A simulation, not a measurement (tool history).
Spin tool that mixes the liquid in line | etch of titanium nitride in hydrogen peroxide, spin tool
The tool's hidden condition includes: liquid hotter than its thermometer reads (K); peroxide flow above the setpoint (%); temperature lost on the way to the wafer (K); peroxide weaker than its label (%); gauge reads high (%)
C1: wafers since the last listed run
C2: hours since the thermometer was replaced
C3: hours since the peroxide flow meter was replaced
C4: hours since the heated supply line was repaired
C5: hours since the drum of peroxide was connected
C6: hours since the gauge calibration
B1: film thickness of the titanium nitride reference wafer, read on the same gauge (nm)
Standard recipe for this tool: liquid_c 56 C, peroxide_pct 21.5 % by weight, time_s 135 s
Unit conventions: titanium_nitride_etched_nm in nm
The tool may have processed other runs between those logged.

Run 1, hour 0: usual settings but peroxide_pct 24.5 % by weight; C1 0; C2 748.9; C3 1146.5; C4 1407.7; C5 117.2; C6 615.5; B1 69.97. Result: titanium_nitride_etched_nm 9.91 nm.
At hour 232.3: new drum of peroxide connected.
Run 2, hour 268.2: usual settings but peroxide_pct 24.5 % by weight; C1 1487; C2 1017.1; C3 1414.7; C4 1675.9; C5 35.9; C6 883.7; B1 70.02. Result: titanium_nitride_etched_nm 9.81 nm.
Run 3, hour 315.6: usual settings but peroxide_pct 24.5 % by weight; C1 263; C2 1064.5; C3 1462.1; C4 1723.3; C5 83.3; C6 931.1; B1 69.98. Result: titanium_nitride_etched_nm 9.83 nm.
Run 4, hour 404.3: usual settings; C1 493; C2 1153.2; C3 1550.8; C4 1812; C5 172; C6 1019.8; B1 69.99. Result: titanium_nitride_etched_nm 9.48 nm.
Run 5, hour 458.2: usual settings; C1 299; C2 1207.1; C3 1604.7; C4 1865.9; C5 225.9; C6 1073.7; B1 70.02. Result: titanium_nitride_etched_nm 9.46 nm.
Run 6, hour 500.4: usual settings; C1 234; C2 1249.3; C3 1646.9; C4 1908.1; C5 268.1; C6 1115.9; B1 69.99. Result: titanium_nitride_etched_nm 9.46 nm.
At hour 522.2: heated supply line repaired.
At hour 562.7: new drum of peroxide connected.
Run 7, hour 563.7: usual settings but peroxide_pct 19.5 % by weight, time_s 90 s; C1 341; C2 1312.6; C3 1710.2; C4 41.5; C5 1; C6 1179.2; B1 70. Result: titanium_nitride_etched_nm 6.67 nm.
Run 8, hour 631.7: usual settings but peroxide_pct 19.5 % by weight, time_s 90 s; C1 378; C2 1380.6; C3 1778.2; C4 109.5; C5 69; C6 1247.2; B1 70.01. Result: titanium_nitride_etched_nm 6.64 nm.
Run 9, hour 707: usual settings; C1 419; C2 1455.9; C3 1853.5; C4 184.8; C5 144.3; C6 1322.5; B1 70.02. Result: titanium_nitride_etched_nm 10.14 nm.
Run 10, hour 779.2: usual settings but time_s 75 s; C1 401; C2 1528.1; C3 1925.7; C4 257; C5 216.5; C6 1394.7; B1 70.01. Result: titanium_nitride_etched_nm 5.62 nm.
At hour 797.3: thermometer replaced.
At hour 809.6: peroxide flow meter replaced.
Run 11, hour 883: usual settings but liquid_c 61 C, peroxide_pct 17 % by weight; C1 566; C2 85.7; C3 73.4; C4 360.8; C5 320.3; C6 1498.5; B1 70.03. Result: titanium_nitride_etched_nm 13.53 nm.
At hour 922.4: gauge calibrated.
At hour 968.8: new drum of peroxide connected.
Run 12, hour 981.7: usual settings but liquid_c 46.5 C, time_s 180 s; C1 543; C2 184.4; C3 172.1; C4 459.5; C5 12.9; C6 59.3; B1 70. Result: titanium_nitride_etched_nm 6.78 nm.
Run 13, hour 1038.5: usual settings but peroxide_pct 15.5 % by weight; C1 316; C2 241.2; C3 228.9; C4 516.3; C5 69.7; C6 116.1; B1 70. Result: titanium_nitride_etched_nm 9.31 nm.
Run 14, hour 1127.3: usual settings but liquid_c 64.5 C; C1 494; C2 330; C3 317.7; C4 605.1; C5 158.5; C6 204.9; B1 69.99. Result: titanium_nitride_etched_nm 17.86 nm.
Run 15, hour 1175.1: usual settings; C1 266; C2 377.8; C3 365.5; C4 652.9; C5 206.3; C6 252.7; B1 70.04. Result: titanium_nitride_etched_nm 10.02 nm.
Run 16, hour 1243.2: usual settings but time_s 80 s; C1 379; C2 445.9; C3 433.6; C4 721; C5 274.4; C6 320.8; B1 70. Result: titanium_nitride_etched_nm 5.89 nm.
Run 17, hour 1338.7: usual settings but peroxide_pct 25.5 % by weight, time_s 185 s; C1 531; C2 541.4; C3 529.1; C4 816.5; C5 369.9; C6 416.3; B1 69.96. Result: titanium_nitride_etched_nm 13.99 nm.
At hour 1377: new drum of peroxide connected.
Run 18, hour 1406.4: usual settings but liquid_c 48 C, peroxide_pct 26.5 % by weight, time_s 185 s; C1 371; C2 609.1; C3 596.8; C4 884.2; C5 29.4; C6 484; B1 69.99. Result: titanium_nitride_etched_nm 7.97 nm.

Measured less the same run without the tool's hidden state. The same run-to-run variation is in both; the gauge's scatter may not be:
run  titanium_nitride_etched_nm
  1                       -0.68
  2                       -0.78
  3                        -0.8
  4                        -0.8
  5                       -0.82
  6                       -0.84
  7                       -0.06
  8                       -0.08
  9                       -0.15
 10                        -0.1
 11                       -0.28
 12                       -0.19
 13                       -0.26
 14                       -0.53
 15                       -0.33
 16                       -0.21
 17                       -0.55
 18                       -0.35

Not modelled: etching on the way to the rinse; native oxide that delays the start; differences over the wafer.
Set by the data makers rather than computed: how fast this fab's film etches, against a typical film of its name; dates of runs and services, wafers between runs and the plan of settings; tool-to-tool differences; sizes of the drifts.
